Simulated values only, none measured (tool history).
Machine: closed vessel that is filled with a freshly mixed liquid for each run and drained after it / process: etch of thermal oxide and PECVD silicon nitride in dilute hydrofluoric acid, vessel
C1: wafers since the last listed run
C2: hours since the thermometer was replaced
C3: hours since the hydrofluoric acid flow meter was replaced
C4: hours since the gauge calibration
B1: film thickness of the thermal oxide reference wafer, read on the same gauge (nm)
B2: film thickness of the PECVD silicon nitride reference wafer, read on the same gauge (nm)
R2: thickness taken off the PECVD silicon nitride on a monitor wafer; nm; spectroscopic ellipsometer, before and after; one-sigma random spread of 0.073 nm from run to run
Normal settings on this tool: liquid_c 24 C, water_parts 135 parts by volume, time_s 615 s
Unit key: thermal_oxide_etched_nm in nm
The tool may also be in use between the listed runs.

Run 1, hour 0: usual settings but water_parts 185 parts by volume; C1 0; C2 653.8; C3 786.5; C4 866; B1 89.99; B2 100. Result: thermal_oxide_etched_nm 13.81 nm, R2 5.73 nm.
Run 2, hour 106.4: usual settings but water_parts 185 parts by volume; C1 7648; C2 760.2; C3 892.9; C4 972.4; B1 89.98; B2 100.02. Result: thermal_oxide_etched_nm 13.9 nm, R2 5.7 nm.
Run 3, hour 196.7: usual settings but time_s 415 s; C1 6490; C2 850.5; C3 983.2; C4 1062.7; B1 89.99; B2 100. Result: thermal_oxide_etched_nm 13.55 nm, R2 5.26 nm.
Run 4, hour 244.7: usual settings but liquid_c 20.5 C, water_parts 185 parts by volume; C1 3450; C2 898.5; C3 1031.2; C4 1110.7; B1 90.01; B2 100.02. Result: thermal_oxide_etched_nm 11.99 nm, R2 4.56 nm.
Run 5, hour 300.9: usual settings but liquid_c 20.5 C, water_parts 185 parts by volume; C1 4039; C2 954.7; C3 1087.4; C4 1166.9; B1 90.05; B2 99.98. Result: thermal_oxide_etched_nm 11.99 nm, R2 4.54 nm.
Run 6, hour 365.3: usual settings but liquid_c 21.5 C; C1 4629; C2 1019.1; C3 1151.8; C4 1231.3; B1 90.01; B2 100.01. Result: thermal_oxide_etched_nm 18.05 nm, R2 6.66 nm.
Run 7, hour 439.6: usual settings but liquid_c 21.5 C; C1 5340; C2 1093.4; C3 1226.1; C4 1305.6; B1 90.02; B2 100. Result: thermal_oxide_etched_nm 17.85 nm, R2 6.65 nm.
At hour 461.9: thermometer replaced.
Run 8, hour 477.7: usual settings but liquid_c 21.5 C; C1 2666; C2 15.8; C3 1264.2; C4 1343.7; B1 90.04; B2 99.99. Result: thermal_oxide_etched_nm 18 nm, R2 6.51 nm.
Run 9, hour 595.2: usual settings but liquid_c 22.5 C; C1 8445; C2 133.3; C3 1381.7; C4 1461.2; B1 89.99; B2 100.01. Result: thermal_oxide_etched_nm 18.57 nm, R2 6.98 nm.
Run 10, hour 700.1: usual settings; C1 7540; C2 238.2; C3 1486.6; C4 1566.1; B1 89.98; B2 99.99. Result: thermal_oxide_etched_nm 19.41 nm, R2 7.56 nm.
Run 11, hour 743.8: usual settings but liquid_c 27 C, water_parts 115 parts by volume, time_s 900 s; C1 3141; C2 281.9; C3 1530.3; C4 1609.8; B1 90; B2 100.02. Result: thermal_oxide_etched_nm 37.67 nm, R2 15.61 nm.
Run 12, hour 814.2: usual settings but time_s 830 s; C1 5060; C2 352.3; C3 1600.7; C4 1680.2; B1 90.02; B2 100.01. Result: thermal_oxide_etched_nm 26.1 nm, R2 10.31 nm.
At hour 867.2: gauge calibrated.
Run 13, hour 900.8: usual settings but liquid_c 26 C, water_parts 115 parts by volume, time_s 765 s; C1 6224; C2 438.9; C3 1687.3; C4 33.6; B1 89.97; B2 99.98. Result: thermal_oxide_etched_nm 30.98 nm, R2 12.43 nm.
Run 14, hour 948.5: usual settings; C1 3428; C2 486.6; C3 1735; C4 81.3; B1 89.95; B2 100. Result: thermal_oxide_etched_nm 19.18 nm, R2 7.52 nm.
Run 15, hour 1011.8: usual settings but water_parts 165 parts by volume, time_s 270 s; C1 4550; C2 549.9; C3 1798.3; C4 144.6; B1 89.98; B2 99.99. Result: thermal_oxide_etched_nm 6.6 nm, R2 2.71 nm.
Run 16, hour 1072.1: usual settings but liquid_c 27 C, water_parts 185 parts by volume, time_s 945 s; C1 4334; C2 610.2; C3 1858.6; C4 204.9; B1 90.05; B2 100. Result: thermal_oxide_etched_nm 22.35 nm, R2 10.15 nm.
Run 17, hour 1116.7: usual settings but liquid_c 26.5 C, water_parts 190 parts by volume, time_s 440 s; C1 3205; C2 654.8; C3 1903.2; C4 249.5; B1 90; B2 99.99. Result: thermal_oxide_etched_nm 9.99 nm, R2 4.38 nm.
At hour 1134.8: hydrofluoric acid flow meter replaced.
Run 18, hour 1220.5: usual settings but liquid_c 27.5 C, water_parts 95 parts by volume, time_s 855 s; C1 7389; C2 758.6; C3 85.7; C4 353.3; B1 90.02; B2 100.01. Result: thermal_oxide_etched_nm 49.32 nm, R2 20.03 nm.
Run 19, hour 1269.4: usual settings but liquid_c 21.5 C, water_parts 110 parts by volume, time_s 435 s; C1 3514; C2 807.5; C3 134.6; C4 402.2; B1 90.01; B2 100. Result: thermal_oxide_etched_nm 16.84 nm, R2 5.88 nm.
Run 20, hour 1340.6: usual settings but water_parts 180 parts by volume; C1 5117; C2 878.7; C3 205.8; C4 473.4; B1 89.98; B2 100. Result: thermal_oxide_etched_nm 14.73 nm, R2 6.06 nm.
Run 21, hour 1395.7: usual settings but time_s 275 s; C1 3960; C2 933.8; C3 260.9; C4 528.5; B1 90; B2 100. Result: thermal_oxide_etched_nm 9.22 nm, R2 3.56 nm.
Run 22, hour 1468.9: usual settings; C1 5261; C2 1007; C3 334.1; C4 601.7; B1 90.05; B2 99.99. Result: thermal_oxide_etched_nm 20.74 nm, R2 7.92 nm.
Run 23, hour 1505.7: usual settings but water_parts 165 parts by volume, time_s 270 s; C1 2645; C2 1043.8; C3 370.9; C4 638.5; B1 89.97; B2 99.99. Result: thermal_oxide_etched_nm 7.14 nm, R2 2.92 nm.
Run 24, hour 1546.4: usual settings but liquid_c 21.5 C; C1 2925; C2 1084.5; C3 411.6; C4 679.2; B1 90.01; B2 99.99. Result: thermal_oxide_etched_nm 18.81 nm, R2 6.71 nm.
Run 25, hour 1637.1: usual settings but water_parts 90 parts by volume, time_s 875 s; C1 6519; C2 1175.2; C3 502.3; C4 769.9; B1 89.99; B2 99.99. Result: thermal_oxide_etched_nm 46.05 nm, R2 16.85 nm.

Below are 5 alternative next runs, each starting from the tool's condition after run 25. Predict each:
Run A, hour 1637.9: usual settings but water_parts 165 parts by volume; C1 57; C2 1176; C3 503.1; C4 770.7; B1 ?; B2 ?. Result: thermal_oxide_etched_nm ?, R2 ?.
Run B, hour 1637.9: usual settings but water_parts 100 parts by volume; C1 57; C2 1176; C3 503.1; C4 770.7; B1 ?; B2 ?. Result: thermal_oxide_etched_nm ?, R2 ?.
Run C, hour 1637.9: usual settings but liquid_c 28 C, water_parts 165 parts by volume, time_s 745 s; C1 57; C2 1176; C3 503.1; C4 770.7; B1 ?; B2 ?. Result: thermal_oxide_etched_nm ?, R2 ?.
Run D, hour 1637.9: usual settings but liquid_c 20 C, water_parts 170 parts by volume, time_s 780 s; C1 57; C2 1176; C3 503.1; C4 770.7; B1 ?; B2 ?. Result: thermal_oxide_etched_nm ?, R2 ?.
Run E, hour 1637.9: usual settings but liquid_c 21.5 C, water_parts 190 parts by volume, time_s 800 s; C1 57; C2 1176; C3 503.1; C4 770.7; B1 ?; B2 ?. Result: thermal_oxide_etched_nm ?, R2 ?.

run     B1     B2  thermal_oxide_etched_nm     R2
  A  90.03  99.98                    16.21    6.5
  B  90.03  99.98                    28.92  10.67
  C  90.03  99.98                    22.75  10.13
  D  90.03  99.98                    17.01   6.17
  E  90.03  99.98                     16.2   6.27
Had the tool no hidden state, the same runs would have come out as:
run  thermal_oxide_etched_nm     R2
  A                    16.85   6.72
  B                       30  11.02
  C                    23.67  10.47
  D                    17.68   6.37
  E                    16.85   6.47
